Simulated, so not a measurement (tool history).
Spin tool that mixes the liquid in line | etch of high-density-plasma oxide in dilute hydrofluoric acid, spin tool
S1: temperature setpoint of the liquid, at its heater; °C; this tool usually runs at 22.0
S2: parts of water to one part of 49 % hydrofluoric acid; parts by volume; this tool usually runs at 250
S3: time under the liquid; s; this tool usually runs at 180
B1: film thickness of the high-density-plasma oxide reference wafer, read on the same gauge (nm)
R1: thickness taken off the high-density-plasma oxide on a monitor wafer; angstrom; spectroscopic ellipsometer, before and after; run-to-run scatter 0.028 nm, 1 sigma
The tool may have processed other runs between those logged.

Run 1, hour 0.0: usual settings but S1 21.0 °C; B1 109.998. Result: R1 41.56 angstrom.
At hour 31.6: thermometer replaced.
Run 2, hour 67.1: usual settings; B1 110.012. Result: R1 39.25 angstrom.
Run 3, hour 161.5: usual settings; B1 109.995. Result: R1 38.51 angstrom.
Run 4, hour 238.7: usual settings; B1 110.004. Result: R1 38.79 angstrom.
Run 5, hour 339.1: usual settings; B1 110.030. Result: R1 38.37 angstrom.
Run 6, hour 417.7: usual settings; B1 110.029. Result: R1 38.66 angstrom.
At hour 436.7: hydrofluoric acid flow meter replaced.
Run 7, hour 459.3: usual settings; B1 110.004. Result: R1 41.46 angstrom.
Run 8, hour 504.0: usual settings but S2 175 parts by volume; B1 110.012. Result: R1 64.09 angstrom.
Run 9, hour 568.3: usual settings but S2 175 parts by volume; B1 110.015. Result: R1 63.97 angstrom.
Run 10, hour 840.0: usual settings but S1 18.0 °C, S3 125 s; B1 110.013. Result: R1 24.61 angstrom.
Run 11, hour 900.8: usual settings but S2 165 parts by volume; B1 109.986. Result: R1 68.07 angstrom.
At hour 1125.7: hydrofluoric acid flow meter replaced.
Run 12, hour 1185.6: usual settings; B1 110.039. Result: R1 42.82 angstrom.
Run 13, hour 1363.9: usual settings but S1 26.0 °C, S2 210 parts by volume, S3 85 s; B1 110.022. Result: R1 28.68 angstrom.
Run 14, hour 1400.4: usual settings but S2 215 parts by volume, S3 225 s; B1 109.964. Result: R1 64.50 angstrom.
Run 15, hour 1470.3: usual settings but S1 23.5 °C, S3 100 s; B1 110.003. Result: R1 25.00 angstrom.
At hour 1529.0: gauge calibrated.
Run 16, hour 1563.9: usual settings but S1 17.0 °C, S2 125 parts by volume, S3 290 s; B1 109.998. Result: R1 127.80 angstrom.
Run 17, hour 1630.3: usual settings but S1 19.0 °C, S2 155 parts by volume, S3 255 s; B1 109.984. Result: R1 96.30 angstrom.
Run 18, hour 1693.9: usual settings; B1 109.992. Result: R1 41.94 angstrom.
At hour 1756.7: thermometer replaced.
Run 19, hour 1759.0: usual settings but S1 24.5 °C, S2 150 parts by volume, S3 120 s; B1 109.982. Result: R1 52.17 angstrom.
At hour 1818.2: hydrofluoric acid flow meter replaced.
Run 20, hour 1841.2: usual settings; B1 109.982. Result: R1 40.32 angstrom.
Run 21, hour 1878.2: usual settings; B1 109.961. Result: R1 40.62 angstrom.
Run 22, hour 1951.6: usual settings but S3 245 s; B1 110.024. Result: R1 54.18 angstrom.
Run 23, hour 1999.9: usual settings; B1 109.971. Result: R1 40.11 angstrom.
Run 24, hour 2048.7: usual settings but S1 18.0 °C, S3 75 s; B1 109.982. Result: R1 14.42 angstrom.
Run 25, hour 2115.3: usual settings but S1 24.0 °C, S2 170 parts by volume; B1 109.980. Result: R1 69.65 angstrom.
Run 26, hour 2179.1: usual settings but S1 19.0 °C, S2 315 parts by volume, S3 290 s; B1 110.014. Result: R1 43.70 angstrom.
Run 27, hour 2254.7: usual settings but S3 75 s; B1 110.013. Result: R1 16.80 angstrom.
Run 28, hour 2358.2: usual settings but S1 27.0 °C, S2 305 parts by volume; B1 109.960. Result: R1 36.21 angstrom.
Run 29, hour 2407.3: usual settings but S3 280 s; B1 109.993. Result: R1 62.23 angstrom.
At hour 2420.8: hydrofluoric acid flow meter replaced.
Run 30, hour 2495.3: usual settings but S2 370 parts by volume; B1 110.034. Result: R1 25.06 angstrom.
Run 31, hour 2533.3: usual settings but S1 23.5 °C, S3 225 s; B1 110.005. Result: R1 54.71 angstrom.

Subtracting, for every run, the result it would have given without the tool's unlogged condition from the measured result gives the following. The same run-to-run variation enters both numbers; the gauge's scatter may not:
Unlogged tool condition in this case: liquid hotter than its thermometer reads (K); hydrofluoric acid flow below the setpoint (%); gauge reads high (%).
run     R1
  1  +2.96
  2  -1.31
  3  -1.38
  4  -1.47
  5  -1.57
  6  -1.68
  7  +1.07
  8  +1.69
  9  +1.62
 10  +0.47
 11  +1.34
 12  +2.62
 13  +1.58
 14  +3.73
 15  +1.31
 16  +8.59
 17  +5.90
 18  +2.01
 19  -2.22
 20  +0.43
 21  +0.39
 22  +0.41
 23  +0.26
 24  +0.10
 25  +0.41
 26  +0.05
 27  -0.01
 28  -0.36
 29  -0.27
 30  +0.83
 31  +1.94

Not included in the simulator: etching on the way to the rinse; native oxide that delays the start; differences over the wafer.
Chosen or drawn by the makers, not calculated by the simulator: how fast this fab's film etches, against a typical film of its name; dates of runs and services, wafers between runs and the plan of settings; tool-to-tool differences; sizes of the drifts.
